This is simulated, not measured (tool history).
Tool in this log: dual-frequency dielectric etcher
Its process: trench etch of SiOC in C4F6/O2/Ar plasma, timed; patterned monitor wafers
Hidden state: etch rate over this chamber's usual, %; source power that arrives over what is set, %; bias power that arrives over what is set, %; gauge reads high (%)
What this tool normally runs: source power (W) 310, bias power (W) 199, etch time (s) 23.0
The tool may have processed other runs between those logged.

run,hour,source power (W),bias power (W),etch time (s),wafers since the last listed run,hours since the last wet clean,hours since the last source power generator calibration,hours since the last bias power generator calibration,hours since the last upper electrode change,hours since the gauge calibration,"read-back reference wafer on the same gauge, depth_nm",mean etch depth across the wafer (nm)
1,0.0,310,199,23.0,0,14.0,2279.5,2529.7,3917.8,16.7,50.68,45.74
2,11.5,250,199,23.0,111,25.5,2291.0,2541.2,3929.3,28.2,50.69,40.79
3,24.5,310,199,23.0,126,38.5,2304.0,2554.2,3942.3,41.2,50.67,45.65
4,33.6,310,199,23.0,88,47.6,2313.1,2563.3,3951.4,50.3,50.70,45.14
5,40.6,310,222,23.0,68,54.6,2320.1,2570.3,3958.4,57.3,50.70,46.70
6,47.7,310,222,23.0,69,61.7,2327.2,2577.4,3965.5,64.4,50.70,46.62
7,61.1,310,199,23.0,130,75.1,2340.6,2590.8,3978.9,77.8,50.68,45.25
8,73.8,310,199,23.0,123,87.8,2353.3,2603.5,3991.6,90.5,50.72,45.16
9,88.5,310,199,23.0,142,102.5,2368.0,2618.2,4006.3,105.2,50.69,45.30
10,97.0,310,199,23.0,82,111.0,2376.5,2626.7,4014.8,113.7,50.73,45.03
# hour 121.2: upper electrode replaced
11,121.7,340,237,23.0,6,135.7,2401.2,2651.4,0.5,138.4,50.72,49.44
12,128.8,310,199,18.5,69,142.8,2408.3,2658.5,7.6,145.5,50.74,36.11
13,139.4,310,199,23.0,103,153.4,2418.9,2669.1,18.2,156.1,50.72,44.85
14,153.8,310,156,23.0,140,167.8,2433.3,2683.5,32.6,170.5,50.69,41.49
15,166.4,370,154,26.0,122,180.4,2445.9,2696.1,45.2,183.1,50.68,50.87
16,173.9,310,199,23.0,72,187.9,2453.4,2703.6,52.7,190.6,50.67,44.51
# hour 190.7: bias power generator calibrated
17,191.2,310,237,26.5,129,205.2,2470.7,0.5,70.0,207.9,50.68,54.22
18,196.9,280,149,23.0,55,210.9,2476.4,6.2,75.7,213.6,50.69,39.14
# hour 208.9: source power generator calibrated
19,210.8,280,171,19.5,96,224.8,1.9,20.1,89.6,227.5,50.73,34.56
20,228.2,310,239,19.0,169,242.2,19.3,37.5,107.0,244.9,50.70,38.99
21,234.9,310,199,23.0,65,248.9,26.0,44.2,113.7,251.6,50.71,44.54

The next listed run, before its measurement:
22,246.4,310,199,23.0,111,260.4,37.5,55.7,125.2,263.1,?,?

read-back reference wafer on the same gauge, depth_nm: 50.71
mean etch depth across the wafer (nm): 44.34
Without the tool's hidden state the same run would have given mean etch depth across the wafer (nm) 45.28.

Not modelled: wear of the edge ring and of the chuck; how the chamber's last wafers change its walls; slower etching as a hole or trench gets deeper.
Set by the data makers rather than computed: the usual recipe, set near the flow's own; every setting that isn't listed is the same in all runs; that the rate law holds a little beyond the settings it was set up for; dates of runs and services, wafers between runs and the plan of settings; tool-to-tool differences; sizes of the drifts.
